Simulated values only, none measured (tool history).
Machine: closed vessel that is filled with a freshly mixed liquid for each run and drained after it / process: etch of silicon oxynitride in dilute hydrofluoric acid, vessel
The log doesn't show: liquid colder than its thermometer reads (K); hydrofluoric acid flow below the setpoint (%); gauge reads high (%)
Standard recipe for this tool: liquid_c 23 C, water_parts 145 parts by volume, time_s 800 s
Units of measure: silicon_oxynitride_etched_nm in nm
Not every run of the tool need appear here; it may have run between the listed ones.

| run | day | liquid_c | water_parts | time_s | wafers since the last listed run | hours since the thermometer was replaced | hours since the hydrofluoric acid flow meter was replaced | hours since the gauge calibration | read-back film thickness of the silicon oxynitride reference wafer, read on the same gauge (nm) | silicon_oxynitride_etched_nm |
|---|---|---|---|---|---|---|---|---|---|---|
| 1 | 0 | 23 | 145 | 800 | 0 | 3006.4 | 503.8 | 41.6 | 60.01 | 12.67 |
| 2 | 0.254 | 23 | 145 | 800 | 395 | 3012.5 | 509.9 | 47.7 | 59.97 | 12.8 |
| 3 | 0.638 | 23 | 145 | 800 | 596 | 3021.7 | 519.1 | 56.9 | 59.98 | 12.56 |
| 4 | 1.629 | 23 | 145 | 800 | 1542 | 3045.5 | 542.9 | 80.7 | 60.06 | 12.69 |
| 5 | 2.379 | 23 | 145 | 800 | 1166 | 3063.5 | 560.9 | 98.7 | 59.96 | 12.62 |
| 6 | 2.917 | 23 | 145 | 800 | 836 | 3076.4 | 573.8 | 111.6 | 60.02 | 12.54 |
| 7 | 3.208 | 23 | 145 | 800 | 453 | 3083.4 | 580.8 | 118.6 | 59.95 | 12.73 |
| 8 | 3.596 | 23 | 145 | 800 | 602 | 3092.7 | 590.1 | 127.9 | 60.01 | 12.68 |
|  | 3.9 | gauge calibrated |
| 9 | 4.004 | 23 | 145 | 800 | 635 | 3102.5 | 599.9 | 2.5 | 59.99 | 12.89 |
|  | 4.225 | hydrofluoric acid flow meter replaced |
| 10 | 4.4 | 28 | 145 | 800 | 550 | 3112 | 4.2 | 12 | 60.02 | 15.91 |
| 11 | 4.988 | 25.5 | 145 | 800 | 913 | 3126.1 | 18.3 | 26.1 | 59.97 | 14.22 |
| 12 | 5.342 | 23 | 145 | 800 | 550 | 3134.6 | 26.8 | 34.6 | 59.99 | 12.71 |
|  | 5.508 | thermometer replaced |
| 13 | 5.958 | 19 | 75 | 800 | 894 | 10.8 | 41.6 | 49.4 | 59.97 | 21.36 |
| 14 | 6.654 | 26.5 | 145 | 800 | 1082 | 27.5 | 58.3 | 66.1 | 59.96 | 14.91 |
| 15 | 7.221 | 23 | 145 | 800 | 881 | 41.1 | 71.9 | 79.7 | 59.94 | 12.62 |
| 16 | 8.033 | 23 | 145 | 410 | 1263 | 60.6 | 91.4 | 99.2 | 60.03 | 6.54 |
| 17 | 8.458 | 20.5 | 205 | 800 | 661 | 70.8 | 101.6 | 109.4 | 60 | 7.78 |
| 18 | 9.071 | 26 | 95 | 370 | 952 | 85.5 | 116.3 | 124.1 | 60.03 | 10.89 |

What if the next run were any one of these 4? Each begins from the tool's condition after run 18:
| A | 9.108 | 23 | 145 | 800 | 58 | 86.4 | 117.2 | 125 | ? | ? |
| B | 9.108 | 19.5 | 170 | 360 | 58 | 86.4 | 117.2 | 125 | ? | ? |
| C | 9.108 | 25.5 | 145 | 565 | 58 | 86.4 | 117.2 | 125 | ? | ? |
| D | 9.108 | 21.5 | 90 | 1220 | 58 | 86.4 | 117.2 | 125 | ? | ? |

| run | read-back film thickness of the silicon oxynitride reference wafer, read on the same gauge (nm) | silicon_oxynitride_etched_nm |
|---|---|---|
| A | 60.03 | 12.76 |
| B | 60.03 | 4.08 |
| C | 60.03 | 10.11 |
| D | 60.03 | 30.47 |
The same runs, with their run-to-run variation unchanged, on a tool lacking any hidden condition would have given:
| run | silicon_oxynitride_etched_nm |
|---|---|
| A | 12.76 |
| B | 4.08 |
| C | 10.11 |
| D | 30.47 |
